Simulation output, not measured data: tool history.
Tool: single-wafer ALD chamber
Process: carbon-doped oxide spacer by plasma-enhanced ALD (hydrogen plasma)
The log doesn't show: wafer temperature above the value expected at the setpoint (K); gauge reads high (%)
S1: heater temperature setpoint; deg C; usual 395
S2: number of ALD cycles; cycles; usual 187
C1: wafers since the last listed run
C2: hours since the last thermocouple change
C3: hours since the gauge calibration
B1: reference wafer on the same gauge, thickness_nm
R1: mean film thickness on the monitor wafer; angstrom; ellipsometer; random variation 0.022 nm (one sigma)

Run 1, hour 0: usual settings; C1 0; C2 514.5; C3 1.7; B1 10.175. Result: R1 87.49 angstrom.
Run 2, hour 27.1: usual settings; C1 47; C2 541.6; C3 28.8; B1 10.2. Result: R1 87.67 angstrom.
Run 3, hour 54.8: usual settings; C1 48; C2 569.3; C3 56.5; B1 10.216. Result: R1 87.75 angstrom.
Run 4, hour 69.7: usual settings but S1 391 deg C; C1 26; C2 584.2; C3 71.4; B1 10.223. Result: R1 87.92 angstrom.
Run 5, hour 100.5: usual settings but S1 391 deg C; C1 54; C2 615; C3 102.2; B1 10.238. Result: R1 87.73 angstrom.
Run 6, hour 165.1: usual settings but S1 391 deg C; C1 113; C2 679.6; C3 166.8; B1 10.253. Result: R1 88.26 angstrom.
Run 7, hour 199.4: usual settings; C1 60; C2 713.9; C3 201.1; B1 10.267. Result: R1 88.17 angstrom.
Run 8, hour 223.2: usual settings; C1 41; C2 737.7; C3 224.9; B1 10.273. Result: R1 88.18 angstrom.
Run 9, hour 241.4: usual settings but S1 404 deg C, S2 159 cycles; C1 31; C2 755.9; C3 243.1; B1 10.265. Result: R1 74.64 angstrom.
Run 10, hour 273.7: usual settings; C1 56; C2 788.2; C3 275.4; B1 10.272. Result: R1 88.61 angstrom.
Run 11, hour 307.2: usual settings but S1 387 deg C, S2 155 cycles; C1 58; C2 821.7; C3 308.9; B1 10.266. Result: R1 73.22 angstrom.
Run 12, hour 325.2: usual settings but S1 403 deg C, S2 217 cycles; C1 31; C2 839.7; C3 326.9; B1 10.274. Result: R1 102.07 angstrom.
Run 13, hour 356.2: usual settings but S2 209 cycles; C1 54; C2 870.7; C3 357.9; B1 10.268. Result: R1 98.56 angstrom.
At hour 369.2: gauge calibrated.
Run 14, hour 390.5: usual settings; C1 60; C2 905; C3 21.3; B1 10.177. Result: R1 87.44 angstrom.
At hour 409: thermocouple changed; heater temperature recalibrated.
Run 15, hour 414.5: usual settings; C1 28; C2 5.5; C3 45.3; B1 10.197. Result: R1 87.86 angstrom.
Run 16, hour 459: usual settings but S2 155 cycles; C1 78; C2 50; C3 89.8; B1 10.221. Result: R1 73.01 angstrom.
Run 17, hour 494.5: usual settings but S1 390 deg C; C1 62; C2 85.5; C3 125.3; B1 10.239. Result: R1 88.06 angstrom.
Run 18, hour 517: usual settings but S1 410 deg C, S2 197 cycles; C1 39; C2 108; C3 147.8; B1 10.244. Result: R1 90.49 angstrom.
Run 19, hour 547.5: usual settings but S1 383 deg C, S2 223 cycles; C1 53; C2 138.5; C3 178.3; B1 10.256. Result: R1 104.94 angstrom.
Run 20, hour 572.7: usual settings; C1 44; C2 163.7; C3 203.5; B1 10.255. Result: R1 88.1 angstrom.
Run 21, hour 605.6: usual settings but S2 155 cycles; C1 57; C2 196.6; C3 236.4; B1 10.272. Result: R1 73.23 angstrom.

Forecast each of these 5 alternatives for the next run:
Run A, hour 606.3: usual settings; C1 1; C2 197.3; C3 237.1; B1 ?. Result: R1 ?.
Run B, hour 606.3: usual settings but S1 384 deg C; C1 1; C2 197.3; C3 237.1; B1 ?. Result: R1 ?.
Run C, hour 606.3: usual settings but S1 389 deg C, S2 220 cycles; C1 1; C2 197.3; C3 237.1; B1 ?. Result: R1 ?.
Run D, hour 606.3: usual settings but S1 408 deg C, S2 209 cycles; C1 1; C2 197.3; C3 237.1; B1 ?. Result: R1 ?.
Run E, hour 606.3: usual settings but S2 221 cycles; C1 1; C2 197.3; C3 237.1; B1 ?. Result: R1 ?.

run      B1      R1
  A  10.252   88.03
  B  10.252   88.03
  C  10.252  103.56
  D  10.252   96.48
  E  10.252  104.03
Without the tool's hidden state the same runs would have given:
run      R1
  A   87.32
  B   87.32
  C  102.73
  D   95.71
  E   103.2

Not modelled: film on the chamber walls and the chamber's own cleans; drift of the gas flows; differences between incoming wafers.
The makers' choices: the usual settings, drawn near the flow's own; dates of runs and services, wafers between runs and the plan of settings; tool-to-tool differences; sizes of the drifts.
